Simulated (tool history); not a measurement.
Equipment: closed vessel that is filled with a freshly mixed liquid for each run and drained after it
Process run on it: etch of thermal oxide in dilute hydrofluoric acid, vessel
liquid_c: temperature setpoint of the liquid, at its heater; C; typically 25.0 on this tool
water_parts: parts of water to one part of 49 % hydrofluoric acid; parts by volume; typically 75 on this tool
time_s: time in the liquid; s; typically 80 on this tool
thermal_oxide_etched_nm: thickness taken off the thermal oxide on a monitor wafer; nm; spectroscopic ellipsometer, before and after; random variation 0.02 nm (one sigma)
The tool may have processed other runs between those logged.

| run | hour | liquid_c | water_parts | time_s | read-back film thickness of the thermal oxide reference wafer, read on the same gauge (nm) | thermal_oxide_etched_nm |
|---|---|---|---|---|---|---|
| 1 | 0.0 | 25.0 | 75 | 120 | 30.01 | 7.31 |
| 2 | 82.6 | 29.0 | 75 | 80 | 29.96 | 5.69 |
| 3 | 158.0 | 27.5 | 75 | 80 | 29.99 | 5.42 |
| 4 | 227.2 | 25.0 | 105 | 80 | 30.02 | 3.34 |
| 5 | 280.6 | 25.0 | 75 | 80 | 30.00 | 4.87 |
| 6 | 371.7 | 25.0 | 75 | 80 | 30.00 | 4.88 |
| 7 | 441.1 | 25.0 | 75 | 80 | 30.03 | 4.85 |
| 8 | 488.0 | 25.0 | 75 | 80 | 30.03 | 4.92 |
| 9 | 590.7 | 25.0 | 75 | 80 | 30.00 | 4.88 |
| 10 | 626.8 | 25.0 | 75 | 80 | 30.02 | 4.89 |
| 11 | 681.4 | 25.0 | 75 | 80 | 30.02 | 4.85 |
| 12 | 979.4 | 25.0 | 75 | 80 | 30.00 | 4.87 |
| 13 | 1032.0 | 25.0 | 75 | 80 | 30.02 | 4.90 |
| 14 | 1081.1 | 25.0 | 75 | 80 | 30.03 | 4.87 |
| 15 | 1177.3 | 25.0 | 75 | 80 | 30.04 | 4.90 |
| 16 | 1245.7 | 25.0 | 75 | 80 | 30.00 | 4.89 |
| 17 | 1297.2 | 27.0 | 75 | 80 | 30.04 | 5.25 |
|  | 1376.1 | thermometer replaced |
| 18 | 1402.4 | 25.0 | 75 | 80 | 29.98 | 4.86 |
| 19 | 1480.5 | 20.5 | 75 | 35 | 29.99 | 1.77 |
| 20 | 1538.6 | 28.0 | 75 | 80 | 29.99 | 5.51 |
| 21 | 1629.5 | 25.0 | 75 | 80 | 30.00 | 4.88 |
| 22 | 1699.9 | 25.0 | 110 | 95 | 29.99 | 3.78 |
| 23 | 1762.2 | 25.0 | 65 | 65 | 30.01 | 4.64 |

Forecast run 24:
| 24 | 1813.9 | 23.0 | 75 | 80 | ? | ? |

{"run 24": {"read-back film thickness of the thermal oxide reference wafer, read on the same gauge (nm)": 29.98, "thermal_oxide_etched_nm": 4.48}}
Without the tool's hidden state the same run would have given thermal_oxide_etched_nm 4.48 nm.
